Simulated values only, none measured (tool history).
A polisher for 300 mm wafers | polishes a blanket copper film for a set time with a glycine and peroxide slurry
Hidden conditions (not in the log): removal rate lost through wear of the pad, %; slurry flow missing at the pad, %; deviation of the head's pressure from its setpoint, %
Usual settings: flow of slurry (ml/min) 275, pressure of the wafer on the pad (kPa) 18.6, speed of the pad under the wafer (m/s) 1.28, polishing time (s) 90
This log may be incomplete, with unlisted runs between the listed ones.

run     day  flow of slurry (ml/min)  pressure of the wafer on the pad (kPa)  speed of the pad under the wafer (m/s)  polishing time (s)  wafers since the last listed run  wafers polished on this pad  hours since the slurry nozzle was cleaned  hours since the head pressure was calibrated  incoming thickness of the incoming film, nm  film removed (angstrom)
  1   0.000                      275                                    18.6                                    1.28                  90                                 0                          758                                       85.6                                          67.5                                       2159.4                     6735
  2   1.800                      275                                    18.6                                    1.28                  90                               264                         1022                                      128.8                                         110.7                                       2132.5                     6713
      2.621  -- worn pad replaced by a new one
  3   3.954                      275                                    18.6                                    1.28                  90                               291                          195                                      180.5                                         162.4                                       2112.2                     6589
      4.788  -- slurry nozzle cleaned
  4   6.250                      220                                    18.6                                    1.28                  90                               330                          526                                       35.1                                         217.5                                       2118.5                     6670
  5   8.196                      275                                    18.6                                    1.28                  90                               285                          812                                       81.8                                         264.2                                       2139.9                     6778
  6   9.779                      275                                    18.6                                    1.28                  90                               232                         1044                                      119.8                                         302.2                                       2152.7                     6689
     10.050  -- head pressure recalibrated
     11.388  -- worn pad replaced by a new one
  7  11.696                      275                                    18.6                                    1.28                  90                               244                           45                                      165.8                                          39.5                                       2114.3                     6341
     14.012  -- slurry nozzle cleaned
  8  14.096                      275                                    18.6                                    1.28                  90                               346                          391                                        2.0                                          97.1                                       2120.4                     6761
     19.308  -- worn pad replaced by a new one
  9  20.471                      275                                    18.6                                    1.28                  90                               911                          170                                      155.0                                         250.1                                       2121.3                     6566
     21.167  -- head pressure recalibrated
 10  22.050                      210                                    22.1                                    1.48                 117                               219                          390                                      192.9                                          21.2                                       2125.9                     9811
     23.625  -- slurry nozzle cleaned
 11  24.150                      180                                    18.6                                    1.28                  90                               302                          692                                       12.6                                          71.6                                       2142.3                     6440
 12  26.296                      275                                    18.6                                    1.28                  90                               315                         1007                                       64.1                                         123.1                                       2146.8                     6840
     26.804  -- worn pad replaced by a new one
 13  28.175                      220                                    18.6                                    1.28                  90                               251                          201                                      109.2                                         168.2                                       2143.3                     6527
     31.396  -- slurry nozzle cleaned
     33.517  -- head pressure recalibrated
     34.296  -- worn pad replaced by a new one
 14  35.675                      320                                    21.4                                    1.04                 101                              1058                          202                                      102.7                                          51.8                                       2144.2                     7171
 15  38.354                      275                                    18.6                                    1.28                  99                               393                          595                                      167.0                                         116.1                                       2122.5                     7193

Expected results for the next run?
     40.258  -- slurry nozzle cleaned
 16  40.946                      275                                    18.6                                    1.28                  90                               374                          970                                       16.5                                         178.3                                       2143.2                        ?

film removed (angstrom): 6748
With the hidden condition absent and the run-to-run variation left alone, this run would have shown film removed (angstrom) 6795.

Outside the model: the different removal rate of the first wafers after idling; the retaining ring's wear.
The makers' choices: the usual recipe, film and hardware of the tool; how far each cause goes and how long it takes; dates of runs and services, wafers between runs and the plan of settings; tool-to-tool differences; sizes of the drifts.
